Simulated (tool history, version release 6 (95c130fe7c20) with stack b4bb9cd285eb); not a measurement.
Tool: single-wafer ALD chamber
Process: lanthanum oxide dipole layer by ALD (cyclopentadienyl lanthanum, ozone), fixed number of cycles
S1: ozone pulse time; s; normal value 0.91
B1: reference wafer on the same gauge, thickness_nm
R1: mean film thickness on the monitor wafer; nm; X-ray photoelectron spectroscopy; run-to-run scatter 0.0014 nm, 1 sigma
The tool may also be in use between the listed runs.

run     day    S1     B1     R1
  1       0  0.91  0.447   0.51
  2   0.671  0.91  0.447   0.51
  3    1.35  0.91  0.447  0.511
  4   1.883  0.91  0.447  0.509
  5   2.404  0.91  0.447   0.51
  6   3.025  0.91  0.447  0.509
  7   3.679  0.91  0.447  0.507
  8   4.175  0.91  0.447  0.508
  9   4.571  0.91  0.447  0.509
 10   5.254   0.7  0.447  0.449
 11   5.571   0.7  0.447  0.445
 12   6.442  1.17  0.447  0.556
 13   6.817  0.91  0.447  0.508
 14     8.9  0.91  0.447  0.505
 15   9.188  0.91  0.447  0.505
 16   9.596  0.71  0.447  0.449
 17  10.183  0.91  0.447  0.503
 18  10.583  0.82  0.447  0.481
 19   11.15  1.14  0.447   0.55
 20  11.583  1.15  0.447  0.552
 21  13.038  0.91  0.447  0.501
 22  13.312  0.56  0.447  0.389
 23  13.829  0.91  0.447  0.542
 24  14.254  0.75  0.447  0.497
 25  14.662  0.91  0.447   0.54
 26  14.954  1.11  0.447  0.573
 27  15.367  0.91  0.447  0.539
 28  15.667  1.07  0.447  0.568
 29  16.317  0.73  0.447  0.491
 30  16.604  0.91  0.447  0.538
 31  17.104  1.16  0.446  0.582
 32  17.804  0.59  0.447  0.441
 33  18.104  1.22  0.447  0.587
 34  18.717  0.91  0.447  0.536

Removed from this log: 4 entries logged between the listed runs. Between which two listed runs does each belong, and how does the tool's hidden state at the listed run before it compare with that at the listed run after it?
Run 9 -> run 10: showerhead replaced (day 5.233)
  ozone dose above that of a generator just serviced (%): -14.6 -> -14.7
  the result without the hidden state subtracted from the measured one, R1: -0.032 -> -0.037 nm
Run 13 -> run 14: thermocouple changed; heater temperature recalibrated (day 8.421)
  ozone dose above that of a generator just serviced (%): -15.1 -> -15.6
  the result without the hidden state subtracted from the measured one, R1: -0.034 -> -0.035 nm
Run 14 -> run 15: gauge calibrated (day 8.908)
  ozone dose above that of a generator just serviced (%): -15.6 -> -15.7
  the result without the hidden state subtracted from the measured one, R1: -0.035 -> -0.035 nm
Run 22 -> run 23: ozone generator serviced (day 13.808)
  ozone dose above that of a generator just serviced (%): -16.7 -> -0.785
  the result without the hidden state subtracted from the measured one, R1: -0.044 -> -0.001 nm
